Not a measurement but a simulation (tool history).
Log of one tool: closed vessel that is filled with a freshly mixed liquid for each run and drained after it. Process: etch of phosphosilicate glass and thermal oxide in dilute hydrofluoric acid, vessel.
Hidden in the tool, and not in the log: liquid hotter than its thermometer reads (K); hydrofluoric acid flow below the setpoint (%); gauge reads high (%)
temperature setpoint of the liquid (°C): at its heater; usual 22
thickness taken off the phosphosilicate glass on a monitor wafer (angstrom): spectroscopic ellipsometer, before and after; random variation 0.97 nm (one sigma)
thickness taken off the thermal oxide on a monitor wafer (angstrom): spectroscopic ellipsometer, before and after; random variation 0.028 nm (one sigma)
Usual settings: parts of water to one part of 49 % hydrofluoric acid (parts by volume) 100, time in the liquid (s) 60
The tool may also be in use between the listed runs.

run   hour  temperature setpoint of the liquid (°C)  parts of water to one part of 49 % hydrofluoric acid (parts by volume)  time in the liquid (s)  wafers since the last listed run  hours since the thermometer was replaced  hours since the hydrofluoric acid flow meter was replaced  hours since the gauge calibration  read-back film thickness of the phosphosilicate glass reference wafer, read on the same gauge (nm)  read-back film thickness of the thermal oxide reference wafer, read on the same gauge (nm)  thickness taken off the phosphosilicate glass on a monitor wafer (angstrom)  thickness taken off the thermal oxide on a monitor wafer (angstrom)
  1      0                                       22                                                                     100                      60                                 0                                    1494.7                                                     2062.2                              127.5                                                                                                  30                                                                                      90.021                                                                       1118.3                                                                26.75
  2   11.7                                       22                                                                     100                      60                               942                                    1506.4                                                     2073.9                              139.2                                                                                               30.02                                                                                      89.985                                                                       1113.9                                                                 27.3
  3   18.9                                       22                                                                     100                      60                               580                                    1513.6                                                     2081.1                              146.4                                                                                               29.99                                                                                      90.034                                                                       1116.9                                                                27.23
  4     31                                       24                                                                     100                      85                               974                                    1525.7                                                     2093.2                              158.5                                                                                               30.01                                                                                      89.983                                                                       1709.8                                                                41.16
  5   42.4                                       24                                                                     100                      85                               918                                    1537.1                                                     2104.6                              169.9                                                                                               29.99                                                                                      90.012                                                                       1726.4                                                                41.15
  6   60.2                                       22                                                                     100                      60                              1434                                    1554.9                                                     2122.4                              187.7                                                                                               29.97                                                                                      90.008                                                                       1118.1                                                                26.51
  7   73.3                                       22                                                                     100                      60                              1055                                      1568                                                     2135.5                              200.8                                                                                               29.99                                                                                      90.032                                                                       1121.7                                                                 26.5
  8   81.4                                       22                                                                     100                      60                               652                                    1576.1                                                     2143.6                              208.9                                                                                               30.01                                                                                      90.027                                                                       1128.8                                                                26.49
      94.7  -- hydrofluoric acid flow meter replaced
  9   95.9                                       22                                                                     100                      35                              1087                                    1590.6                                                        1.2                              223.4                                                                                               30.02                                                                                      89.967                                                                        652.7                                                                15.52
 10  110.8                                     24.5                                                                      75                      60                              1200                                    1605.5                                                       16.1                              238.3                                                                                               29.99                                                                                      90.009                                                                       1687.2                                                                40.61
 11  124.7                                     23.5                                                                     115                      60                              1119                                    1619.4                                                         30                              252.2                                                                                                  30                                                                                      89.979                                                                       1009.9                                                                24.28
 12  137.6                                       22                                                                     125                      60                              1039                                    1632.3                                                       42.9                              265.1                                                                                               29.98                                                                                      89.987                                                                        862.9                                                                20.59
 13    152                                       19                                                                     130                      60                              1160                                    1646.7                                                       57.3                              279.5                                                                                                  30                                                                                      89.984                                                                        740.3                                                                17.42
     160.7  -- gauge calibrated
     160.9  -- thermometer replaced
 14  163.4                                       18                                                                     100                      60                               837                                       2.5                                                       68.7                                2.7                                                                                                  30                                                                                      90.002                                                                          936                                                                22.77
 15  171.5                                       26                                                                      85                      60                               652                                      10.6                                                       76.8                               10.8                                                                                               29.99                                                                                      90.036                                                                         1563                                                                37.77
 16  182.8                                     23.5                                                                     120                      45                               910                                      21.9                                                       88.1                               22.1                                                                                               30.01                                                                                      90.001                                                                        732.1                                                                17.11
 17  199.6                                       22                                                                     100                      60                              1353                                      38.7                                                      104.9                               38.9                                                                                                  30                                                                                      89.975                                                                       1116.4                                                                27.24
 18  228.8                                       22                                                                      60                      30                              2352                                      67.9                                                      134.1                               68.1                                                                                               29.99                                                                                      90.011                                                                        980.1                                                                23.11
 19  245.7                                       22                                                                     100                      60                              1361                                      84.8                                                        151                                 85                                                                                                  30                                                                                      90.018                                                                       1121.1                                                                26.36
 20  254.6                                       22                                                                     145                      85                               717                                      93.7                                                      159.9                               93.9                                                                                                  30                                                                                      89.984                                                                       1038.6                                                                24.74
 21  262.9                                       19                                                                     100                      60                               668                                       102                                                      168.2                              102.2                                                                                               30.02                                                                                      90.008                                                                        984.8                                                                23.73
 22  270.7                                     26.5                                                                     135                      80                               628                                     109.8                                                        176                                110                                                                                               29.99                                                                                      90.033                                                                       1269.1                                                                29.97
 23  286.2                                       20                                                                     140                      45                              1248                                     125.3                                                      191.5                              125.5                                                                                               29.99                                                                                          90                                                                        522.9                                                                12.72
 24  303.9                                       22                                                                     100                      60                              1426                                       143                                                      209.2                              143.2                                                                                               29.98                                                                                      89.969                                                                       1105.8                                                                 26.9
 25  311.4                                       22                                                                     120                      60                               604                                     150.5                                                      216.7                              150.7                                                                                               29.99                                                                                       89.97                                                                        901.4                                                                 21.6
 26  320.4                                       22                                                                      60                      85                               725                                     159.5                                                      225.7                              159.7                                                                                               29.99                                                                                      89.979                                                                       2768.7                                                                65.89
 27  332.8                                       22                                                                     115                      60                               999                                     171.9                                                      238.1                              172.1                                                                                                  30                                                                                       90.02                                                                        972.6                                                                22.78

3 ways to go on from here, each from the tool as it stands after run 27. What would each give?
  A  333.5                                       22                                                                     100                      85                                56                                     172.6                                                      238.8                              172.8                                                                                                   ?                                                                                           ?                                                                            ?                                                                    ?
  B  333.5                                     24.5                                                                      55                      45                                56                                     172.6                                                      238.8                              172.8                                                                                                   ?                                                                                           ?                                                                            ?                                                                    ?
  C  333.5                                     26.5                                                                      55                      45                                56                                     172.6                                                      238.8                              172.8                                                                                                   ?                                                                                           ?                                                                            ?                                                                    ?

run  read-back film thickness of the phosphosilicate glass reference wafer, read on the same gauge (nm)  read-back film thickness of the thermal oxide reference wafer, read on the same gauge (nm)  thickness taken off the phosphosilicate glass on a monitor wafer (angstrom)  thickness taken off the thermal oxide on a monitor wafer (angstrom)
  A                                                                                                  30                                                                                      89.999                                                                       1593.9                                                                37.28
  B                                                                                                  30                                                                                      89.999                                                                       1796.2                                                                42.01
  C                                                                                                  30                                                                                      89.999                                                                       1947.8                                                                45.56
Without the tool's hidden state the same runs would have given:
run  thickness taken off the phosphosilicate glass on a monitor wafer (angstrom)  thickness taken off the thermal oxide on a monitor wafer (angstrom)
  A                                                                       1593.9                                                                37.28
  B                                                                       1796.2                                                                42.01
  C                                                                       1947.8                                                                45.56
